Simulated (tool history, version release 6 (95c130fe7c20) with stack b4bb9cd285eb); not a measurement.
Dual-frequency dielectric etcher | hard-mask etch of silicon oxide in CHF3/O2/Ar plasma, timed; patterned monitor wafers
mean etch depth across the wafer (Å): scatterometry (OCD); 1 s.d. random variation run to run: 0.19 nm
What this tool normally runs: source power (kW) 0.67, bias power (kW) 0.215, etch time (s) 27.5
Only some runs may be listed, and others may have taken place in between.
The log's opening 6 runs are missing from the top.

run,hour,source power (kW),bias power (kW),etch time (s),"read-back reference wafer on the same gauge, depth_nm",mean etch depth across the wafer (Å)
7,79.1,0.67,0.215,27.5,62.2,590
8,93.8,0.67,0.215,27.5,62.3,589
9,113.4,0.67,0.215,27.5,62.2,593
# hour 142.7: wet clean of the chamber
10,143.2,0.67,0.215,27.5,62.2,578
11,143.5,0.67,0.215,27.5,62.2,574
12,149.1,0.79,0.243,34.5,62.2,781
# hour 182.4: bias power generator calibrated
13,189.5,0.67,0.215,23,62.2,481
14,199.1,0.74,0.183,30.5,62.2,624
15,210,0.67,0.215,27.5,62.2,578
16,217.2,0.67,0.239,30.5,62.1,667
17,228.5,0.67,0.215,27.5,62.2,583
18,238.6,0.56,0.215,30,62.2,603
19,252.6,0.8,0.168,21.5,62.2,442
20,259.1,0.67,0.244,27.5,62.2,609
# hour 268.8: source power generator calibrated
# hour 283.3: upper electrode replaced
21,283.8,0.56,0.193,27.5,62.1,537
22,284.1,0.67,0.215,27.5,62.2,579
23,294,0.59,0.172,31.5,62.1,606
# hour 306.7: gauge calibrated
24,309.3,0.82,0.17,27.5,62.3,571
25,326.6,0.74,0.215,27.5,62.2,596
26,337.1,0.67,0.215,27.5,62.2,588
27,350.3,0.75,0.195,23,62.1,488
28,358.7,0.78,0.237,21.5,62.2,489
29,370.8,0.78,0.173,27.5,62.2,569
30,405.5,0.78,0.241,20.5,62.3,474

4 options for the next run, each taken on its own from the tool as it stands now. Forecast them:
A,405.9,0.67,0.215,27.5,?,?
B,405.9,0.67,0.269,27.5,?,?
C,405.9,0.76,0.242,30.5,?,?
D,405.9,0.82,0.239,25,?,?

run,"read-back reference wafer on the same gauge, depth_nm",mean etch depth across the wafer (Å)
A,62.2,586
B,62.2,632
C,62.2,698
D,62.2,581
Stripped of hidden state, with their random variation kept, the same runs would have yielded:
run,mean etch depth across the wafer (Å)
A,574
B,619
C,684
D,570

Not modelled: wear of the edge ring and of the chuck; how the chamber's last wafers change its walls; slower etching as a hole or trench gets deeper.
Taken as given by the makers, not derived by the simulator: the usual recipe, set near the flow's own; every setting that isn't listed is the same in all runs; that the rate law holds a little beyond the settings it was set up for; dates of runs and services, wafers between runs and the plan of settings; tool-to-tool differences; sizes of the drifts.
